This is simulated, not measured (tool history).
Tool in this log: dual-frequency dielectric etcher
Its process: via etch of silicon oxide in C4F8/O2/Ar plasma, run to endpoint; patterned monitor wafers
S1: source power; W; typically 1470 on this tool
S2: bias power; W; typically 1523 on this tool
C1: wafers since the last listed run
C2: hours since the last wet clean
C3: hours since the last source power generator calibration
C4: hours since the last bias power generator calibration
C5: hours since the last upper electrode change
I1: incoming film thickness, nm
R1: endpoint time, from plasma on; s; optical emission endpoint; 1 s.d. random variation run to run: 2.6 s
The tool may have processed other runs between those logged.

{"run": 1, "day": 0.0, "S1": 1470, "S2": 1284, "C1": 0, "C2": 223.8, "C3": 870.2, "C4": 2277.0, "C5": 4880.8, "I1": 1665.8, "R1": 444.0}
{"run": 2, "day": 3.962, "S1": 1470, "S2": 1284, "C1": 459, "C2": 318.9, "C3": 965.3, "C4": 2372.1, "C5": 4975.9, "I1": 1683.6, "R1": 452.2}
{"run": 3, "day": 8.138, "S1": 1470, "S2": 1284, "C1": 484, "C2": 419.1, "C3": 1065.5, "C4": 2472.3, "C5": 5076.1, "I1": 1659.7, "R1": 451.8}
{"day": 9.492, "done": "wet clean of the chamber"}
{"run": 4, "day": 9.729, "S1": 1220, "S2": 1523, "C1": 68, "C2": 5.7, "C3": 1103.7, "C4": 2510.5, "C5": 5114.3, "I1": 1663.1, "R1": 463.5}
{"run": 5, "day": 14.212, "S1": 1220, "S2": 1523, "C1": 519, "C2": 113.3, "C3": 1211.3, "C4": 2618.1, "C5": 5221.9, "I1": 1661.2, "R1": 475.4}
{"run": 6, "day": 16.696, "S1": 1470, "S2": 1523, "C1": 287, "C2": 172.9, "C3": 1270.9, "C4": 2677.7, "C5": 5281.5, "I1": 1667.5, "R1": 433.2}
{"run": 7, "day": 18.758, "S1": 1470, "S2": 1523, "C1": 239, "C2": 222.4, "C3": 1320.4, "C4": 2727.2, "C5": 5331.0, "I1": 1670.9, "R1": 434.7}
{"run": 8, "day": 21.638, "S1": 1470, "S2": 1523, "C1": 333, "C2": 291.5, "C3": 1389.5, "C4": 2796.3, "C5": 5400.1, "I1": 1642.1, "R1": 430.6}
{"run": 9, "day": 25.671, "S1": 1470, "S2": 1675, "C1": 467, "C2": 388.3, "C3": 1486.3, "C4": 2893.1, "C5": 5496.9, "I1": 1669.1, "R1": 434.2}
{"run": 10, "day": 28.454, "S1": 1470, "S2": 1675, "C1": 322, "C2": 455.1, "C3": 1553.1, "C4": 2959.9, "C5": 5563.7, "I1": 1673.0, "R1": 442.7}
{"day": 29.854, "done": "wet clean of the chamber"}
{"run": 11, "day": 30.933, "S1": 1470, "S2": 1675, "C1": 171, "C2": 25.9, "C3": 1612.6, "C4": 3019.4, "C5": 5623.2, "I1": 1643.2, "R1": 410.4}
{"run": 12, "day": 32.671, "S1": 1470, "S2": 1677, "C1": 201, "C2": 67.6, "C3": 1654.3, "C4": 3061.1, "C5": 5664.9, "I1": 1683.5, "R1": 421.6}
{"run": 13, "day": 34.854, "S1": 1470, "S2": 1677, "C1": 253, "C2": 120.0, "C3": 1706.7, "C4": 3113.5, "C5": 5717.3, "I1": 1670.6, "R1": 423.0}
{"run": 14, "day": 37.929, "S1": 1470, "S2": 1677, "C1": 356, "C2": 193.8, "C3": 1780.5, "C4": 3187.3, "C5": 5791.1, "I1": 1643.3, "R1": 420.2}
{"run": 15, "day": 40.262, "S1": 1470, "S2": 1523, "C1": 270, "C2": 249.8, "C3": 1836.5, "C4": 3243.3, "C5": 5847.1, "I1": 1645.3, "R1": 430.4}
{"day": 41.867, "done": "upper electrode replaced"}
{"run": 16, "day": 41.904, "S1": 1310, "S2": 1291, "C1": 74, "C2": 289.2, "C3": 1875.9, "C4": 3282.7, "C5": 0.9, "I1": 1665.8, "R1": 477.1}
{"day": 45.012, "done": "source power generator calibrated"}
{"day": 46.158, "done": "wet clean of the chamber"}
{"run": 17, "day": 53.3, "S1": 1810, "S2": 1523, "C1": 1185, "C2": 171.4, "C3": 198.9, "C4": 3556.2, "C5": 274.4, "I1": 1664.3, "R1": 391.6}
{"day": 53.867, "done": "bias power generator calibrated"}
{"run": 18, "day": 56.504, "S1": 1470, "S2": 1523, "C1": 352, "C2": 248.3, "C3": 275.8, "C4": 63.3, "C5": 351.3, "I1": 1663.7, "R1": 436.8}
{"run": 19, "day": 59.725, "S1": 1830, "S2": 1299, "C1": 373, "C2": 325.6, "C3": 353.1, "C4": 140.6, "C5": 428.6, "I1": 1672.5, "R1": 405.3}
{"run": 20, "day": 61.45, "S1": 1100, "S2": 1714, "C1": 199, "C2": 367.0, "C3": 394.5, "C4": 182.0, "C5": 470.0, "I1": 1658.9, "R1": 493.2}
{"day": 63.367, "done": "wet clean of the chamber"}
{"run": 21, "day": 65.321, "S1": 1220, "S2": 1809, "C1": 332, "C2": 46.9, "C3": 487.4, "C4": 274.9, "C5": 562.9, "I1": 1671.3, "R1": 448.1}
{"run": 22, "day": 67.658, "S1": 1200, "S2": 1523, "C1": 270, "C2": 103.0, "C3": 543.5, "C4": 331.0, "C5": 619.0, "I1": 1671.9, "R1": 476.9}
{"run": 23, "day": 70.342, "S1": 1100, "S2": 1891, "C1": 311, "C2": 167.4, "C3": 607.9, "C4": 395.4, "C5": 683.4, "I1": 1662.8, "R1": 471.4}
{"run": 24, "day": 74.354, "S1": 1470, "S2": 1649, "C1": 465, "C2": 263.7, "C3": 704.2, "C4": 491.7, "C5": 779.7, "I1": 1646.5, "R1": 429.8}
{"run": 25, "day": 75.904, "S1": 1600, "S2": 1390, "C1": 179, "C2": 300.9, "C3": 741.4, "C4": 528.9, "C5": 816.9, "I1": 1675.4, "R1": 431.4}
{"run": 26, "day": 78.412, "S1": 1230, "S2": 1831, "C1": 290, "C2": 361.1, "C3": 801.6, "C4": 589.1, "C5": 877.1, "I1": 1666.8, "R1": 458.4}
{"run": 27, "day": 81.488, "S1": 1470, "S2": 1523, "C1": 356, "C2": 434.9, "C3": 875.4, "C4": 662.9, "C5": 950.9, "I1": 1666.2, "R1": 440.4}
{"day": 82.617, "done": "wet clean of the chamber"}
{"run": 28, "day": 84.108, "S1": 1470, "S2": 1392, "C1": 187, "C2": 35.8, "C3": 938.3, "C4": 725.8, "C5": 1013.8, "I1": 1670.4, "R1": 429.9}
{"run": 29, "day": 87.254, "S1": 1470, "S2": 1523, "C1": 364, "C2": 111.3, "C3": 1013.8, "C4": 801.3, "C5": 1089.3, "I1": 1669.1, "R1": 428.1}
{"run": 30, "day": 89.988, "S1": 1670, "S2": 1241, "C1": 316, "C2": 176.9, "C3": 1079.4, "C4": 866.9, "C5": 1154.9, "I1": 1657.8, "R1": 415.6}

Below, some changes in R1 between adjacent runs. For each, the amount present without the hidden state too (settings, incoming material, random variation) and the amount remaining for the hidden state with gauge scatter not shared by both compared results:
Unlogged tool condition in this case: etch rate over this chamber's usual, %; source power that arrives over what is set, %; bias power that arrives over what is set, %.
Run 10 -> 11: wet clean of the chamber. R1 -32.3 s: hidden state -19.2, all else -13.1.
Run 15 -> 16: S1 1470 -> 1310, S2 1523 -> 1291, upper electrode replaced. R1 +46.7 s: hidden state +2.9, all else +43.8.
Run 16 -> 17: S1 1310 -> 1810, S2 1291 -> 1523, source power generator calibrated, wet clean of the chamber. R1 -85.5 s: hidden state -7.4, all else -78.1.
Run 19 -> 20: S1 1830 -> 1100, S2 1299 -> 1714. R1 +87.9 s: hidden state +4.6, all else +83.3.
Run 20 -> 21: S1 1100 -> 1220, S2 1714 -> 1809, wet clean of the chamber. R1 -45.1 s: hidden state -13.9, all else -31.2.
Run 27 -> 28: S2 1523 -> 1392, wet clean of the chamber. R1 -10.5 s: hidden state -18.8, all else +8.3.
